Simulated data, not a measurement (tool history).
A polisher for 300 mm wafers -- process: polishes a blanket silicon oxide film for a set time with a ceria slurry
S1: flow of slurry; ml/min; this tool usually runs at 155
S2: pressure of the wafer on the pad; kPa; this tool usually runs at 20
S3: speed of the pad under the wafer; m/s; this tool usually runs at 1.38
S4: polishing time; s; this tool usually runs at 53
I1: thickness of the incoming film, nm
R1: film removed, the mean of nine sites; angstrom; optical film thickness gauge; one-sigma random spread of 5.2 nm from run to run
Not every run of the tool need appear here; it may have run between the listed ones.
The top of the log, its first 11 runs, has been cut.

run     day   S1    S2    S3  S4     I1    R1
 12  16.104  155    20  1.48  53  831.3  3830
 13  16.867  155    20  1.38  53  835.7  3571
 14  17.496  155    20  1.38  53    828  3588
 15  18.262  155    20  1.38  53  833.2  3483
 16  19.317  135    20  1.38  53  833.3  3486
 17  20.508  135    20  1.38  53  835.2  3588
      21.15  -- head pressure recalibrated
 18  21.758  185  24.8  1.38  53  823.9  4372
     22.358  -- worn pad replaced by a new one
 19   22.75  200  17.9  0.96  65  835.8  2836
 20  23.354  155  14.5  1.54  61  847.5  3463
 21  24.038  155  13.1  1.72  53    830  3107
 22  25.458  185    20  1.38  39    819  2706
 23  25.988  155  24.8     1  53  839.9  3121
 24  27.308  155  24.8  1.38  53  844.3  4351
 25  28.208  155    20  1.38  53  820.8  3452
 26  29.654  110    20  1.64  53  836.9  4110
     30.412  -- worn pad replaced by a new one
 27  30.433  200  17.9  0.96  65  843.6  2810
 28  31.321  155  25.5  1.84  63  815.2  7226
 29  32.175  195  15.2  1.72  39  825.5  2656
 30  33.667  155  26.2   1.5  58  816.3  5420
 31  35.004  110    20  1.64  53    832  4012
 32  36.133  155    20  1.38  53    828  3540
 33  37.625  110    20  1.64  53    826  3960
     39.117  -- worn pad replaced by a new one
 34  39.138  120  24.1  1.52  47  820.9  3851
 35  40.375  155    20  1.38  64  835.8  4368

Predict each of these 5 candidate next runs independently; none follows another, all start after run 35:
  A  40.392  155    20  1.38  53  847.3   ?
  B  40.392  140  24.1  1.72  60  847.3   ?
  C  40.392  130  23.4  1.38  53  847.3   ?
  D  40.392  155  24.1  1.54  53  847.3   ?
  E  40.392  180  25.5  1.14  53  847.3   ?

run    R1
  A  3631
  B  5985
  C  4088
  D  4800
  E  3810
Take away the tool's hidden state, keep each run's random variation, and the runs would have read:
run    R1
  A  3631
  B  5985
  C  4088
  D  4800
  E  3810

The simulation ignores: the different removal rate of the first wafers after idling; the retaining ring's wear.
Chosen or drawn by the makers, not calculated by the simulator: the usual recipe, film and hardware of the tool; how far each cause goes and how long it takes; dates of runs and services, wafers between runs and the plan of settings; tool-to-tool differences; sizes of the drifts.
